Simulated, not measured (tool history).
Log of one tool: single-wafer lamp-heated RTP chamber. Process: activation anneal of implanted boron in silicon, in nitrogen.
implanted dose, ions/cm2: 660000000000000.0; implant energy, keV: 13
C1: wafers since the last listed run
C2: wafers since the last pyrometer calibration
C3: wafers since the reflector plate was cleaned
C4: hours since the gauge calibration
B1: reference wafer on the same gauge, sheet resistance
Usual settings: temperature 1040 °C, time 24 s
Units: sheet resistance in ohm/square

Run 1, hour 0: usual settings; C1 0; C2 5927; C3 6319; C4 125.4; B1 154.96. Result: sheet resistance 162.04 ohm/square.
Run 2, hour 38.6: usual settings; C1 444; C2 6371; C3 6763; C4 164; B1 155.01. Result: sheet resistance 161.91 ohm/square.
Run 3, hour 54.5: usual settings but temperature 1063 °C, time 21 s; C1 182; C2 6554; C3 6946; C4 179.9; B1 155.06. Result: sheet resistance 161.29 ohm/square.
At hour 76.3: reflector plate cleaned.
Run 4, hour 76.8: usual settings but temperature 1063 °C, time 21 s; C1 164; C2 6718; C3 5; C4 202.2; B1 155.01. Result: sheet resistance 160.83 ohm/square.
Run 5, hour 83.6: usual settings but temperature 1063 °C, time 21 s; C1 78; C2 6797; C3 83; C4 209; B1 154.97. Result: sheet resistance 160.69 ohm/square.
Run 6, hour 96.4: usual settings but time 35 s; C1 147; C2 6944; C3 231; C4 221.8; B1 155.01. Result: sheet resistance 161.24 ohm/square.
Run 7, hour 102.5: usual settings but time 35 s; C1 70; C2 7014; C3 301; C4 227.9; B1 154.98. Result: sheet resistance 160.93 ohm/square.
Run 8, hour 120.4: usual settings but time 29 s; C1 205; C2 7220; C3 507; C4 245.8; B1 155.06. Result: sheet resistance 161.79 ohm/square.
At hour 133.3: gauge calibrated.
Run 9, hour 136.5: usual settings but time 29 s; C1 185; C2 7405; C3 692; C4 3.2; B1 155. Result: sheet resistance 161.72 ohm/square.
Run 10, hour 144: usual settings; C1 86; C2 7491; C3 778; C4 10.7; B1 154.99. Result: sheet resistance 162.18 ohm/square.
Run 11, hour 158.1: usual settings but temperature 1060 °C, time 33 s; C1 162; C2 7654; C3 940; C4 24.8; B1 154.95. Result: sheet resistance 160.05 ohm/square.
At hour 168: pyrometer window cleaned and pyrometer calibrated.
Run 12, hour 168.6: usual settings but temperature 1031 °C, time 29 s; C1 28; C2 6; C3 969; C4 35.3; B1 155. Result: sheet resistance 162.32 ohm/square.

Run 13 comes next. What will it give?
Run 13, hour 178.7: usual settings but temperature 1015 °C, time 15 s; C1 116; C2 122; C3 1085; C4 45.4; B1 ?. Result: sheet resistance ?.

Run 13 gave B1 154.97, sheet resistance 164.76 ohm/square.
Without the tool's hidden state the same run would have given sheet resistance 164.76 ohm/square.
